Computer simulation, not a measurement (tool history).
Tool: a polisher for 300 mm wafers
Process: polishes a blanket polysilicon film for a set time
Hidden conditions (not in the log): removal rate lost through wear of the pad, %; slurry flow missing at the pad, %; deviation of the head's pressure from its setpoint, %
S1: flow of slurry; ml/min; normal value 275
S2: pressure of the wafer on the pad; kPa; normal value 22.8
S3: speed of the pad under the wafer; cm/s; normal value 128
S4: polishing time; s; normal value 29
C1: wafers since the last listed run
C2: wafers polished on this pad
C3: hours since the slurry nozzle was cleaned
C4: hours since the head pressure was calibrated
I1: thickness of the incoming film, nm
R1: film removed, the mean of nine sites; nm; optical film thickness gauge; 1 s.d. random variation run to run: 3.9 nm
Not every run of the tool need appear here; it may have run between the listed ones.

run 1 hour=0.0 | S1=305 S2=22.8 S3=128 S4=29 | C1=0 C2=1502 C3=323.0 C4=639.6 | I1=1011.2 | R1=317.3
-- hour=28.5 worn pad replaced by a new one
run 2 hour=59.4 | S1=305 S2=22.8 S3=128 S4=29 | C1=581 C2=324 C3=382.4 C4=699.0 | I1=1034.9 | R1=308.8
run 3 hour=82.4 | S1=305 S2=22.8 S3=128 S4=29 | C1=241 C2=565 C3=405.4 C4=722.0 | I1=1035.3 | R1=303.7
run 4 hour=103.8 | S1=275 S2=22.8 S3=128 S4=29 | C1=224 C2=790 C3=426.8 C4=743.4 | I1=1030.2 | R1=299.7
run 5 hour=130.3 | S1=275 S2=22.8 S3=128 S4=29 | C1=278 C2=1069 C3=453.3 C4=769.9 | I1=1045.4 | R1=301.1
run 6 hour=148.6 | S1=245 S2=22.8 S3=128 S4=29 | C1=192 C2=1261 C3=471.6 C4=788.2 | I1=1018.1 | R1=288.3
-- hour=172.6 worn pad replaced by a new one
run 7 hour=237.8 | S1=275 S2=20.0 S3=128 S4=35 | C1=895 C2=685 C3=560.8 C4=877.4 | I1=1018.2 | R1=318.1
run 8 hour=269.6 | S1=275 S2=22.8 S3=128 S4=29 | C1=334 C2=1019 C3=592.6 C4=909.2 | I1=1030.5 | R1=297.4
run 9 hour=285.0 | S1=275 S2=22.8 S3=128 S4=29 | C1=161 C2=1180 C3=608.0 C4=924.6 | I1=1025.8 | R1=297.3
run 10 hour=297.6 | S1=275 S2=22.8 S3=128 S4=29 | C1=132 C2=1313 C3=620.6 C4=937.2 | I1=1017.4 | R1=297.9
-- hour=311.7 worn pad replaced by a new one
run 11 hour=314.3 | S1=275 S2=22.8 S3=102 S4=29 | C1=133 C2=27 C3=637.3 C4=953.9 | I1=1024.5 | R1=234.7
run 12 hour=345.8 | S1=275 S2=22.8 S3=102 S4=29 | C1=330 C2=358 C3=668.8 C4=985.4 | I1=1008.3 | R1=234.5
run 13 hour=368.8 | S1=275 S2=22.8 S3=128 S4=29 | C1=241 C2=600 C3=691.8 C4=1008.4 | I1=1027.5 | R1=295.0
run 14 hour=394.7 | S1=275 S2=22.8 S3=128 S4=29 | C1=272 C2=872 C3=717.7 C4=1034.3 | I1=1025.6 | R1=300.3
run 15 hour=418.2 | S1=275 S2=20.7 S3=160 S4=29 | C1=246 C2=1119 C3=741.2 C4=1057.8 | I1=1047.0 | R1=326.2
run 16 hour=443.9 | S1=275 S2=22.8 S3=128 S4=29 | C1=269 C2=1389 C3=766.9 C4=1083.5 | I1=1036.9 | R1=295.0
-- hour=482.3 worn pad replaced by a new one
run 17 hour=490.9 | S1=275 S2=22.8 S3=128 S4=26 | C1=451 C2=90 C3=813.9 C4=1130.5 | I1=1024.9 | R1=253.9
-- hour=503.0 slurry nozzle cleaned
run 18 hour=515.9 | S1=305 S2=22.8 S3=94 S4=29 | C1=252 C2=342 C3=12.9 C4=1155.5 | I1=1036.8 | R1=237.4
run 19 hour=542.0 | S1=275 S2=17.9 S3=128 S4=29 | C1=274 C2=616 C3=39.0 C4=1181.6 | I1=1016.5 | R1=252.7
run 20 hour=566.3 | S1=275 S2=22.8 S3=128 S4=29 | C1=255 C2=872 C3=63.3 C4=1205.9 | I1=1011.7 | R1=318.2
run 21 hour=587.2 | S1=275 S2=22.8 S3=92 S4=29 | C1=219 C2=1091 C3=84.2 C4=1226.8 | I1=1045.6 | R1=225.4
-- hour=611.0 head pressure recalibrated
-- hour=615.0 worn pad replaced by a new one
run 22 hour=615.5 | S1=275 S2=15.9 S3=150 S4=32 | C1=234 C2=5 C3=112.5 C4=4.5 | I1=1027.8 | R1=282.1
run 23 hour=637.2 | S1=275 S2=22.8 S3=148 S4=29 | C1=227 C2=233 C3=134.2 C4=26.2 | I1=1030.3 | R1=358.9
run 24 hour=662.1 | S1=245 S2=19.3 S3=112 S4=33 | C1=261 C2=495 C3=159.1 C4=51.1 | I1=1042.2 | R1=261.7
run 25 hour=693.6 | S1=345 S2=30.3 S3=98 S4=29 | C1=330 C2=826 C3=190.6 C4=82.6 | I1=1032.4 | R1=332.8
run 26 hour=711.8 | S1=305 S2=22.8 S3=128 S4=29 | C1=191 C2=1017 C3=208.8 C4=100.8 | I1=1024.0 | R1=310.9

What will run 27 give?
run 27 hour=742.5 | S1=275 S2=15.9 S3=128 S4=29 | C1=322 C2=1339 C3=239.5 C4=131.5 | I1=1017.8 | R1=?

{"run 27": {"R1": 216.9}}
Without the tool's hidden state the same run would have given R1 225.8 nm.

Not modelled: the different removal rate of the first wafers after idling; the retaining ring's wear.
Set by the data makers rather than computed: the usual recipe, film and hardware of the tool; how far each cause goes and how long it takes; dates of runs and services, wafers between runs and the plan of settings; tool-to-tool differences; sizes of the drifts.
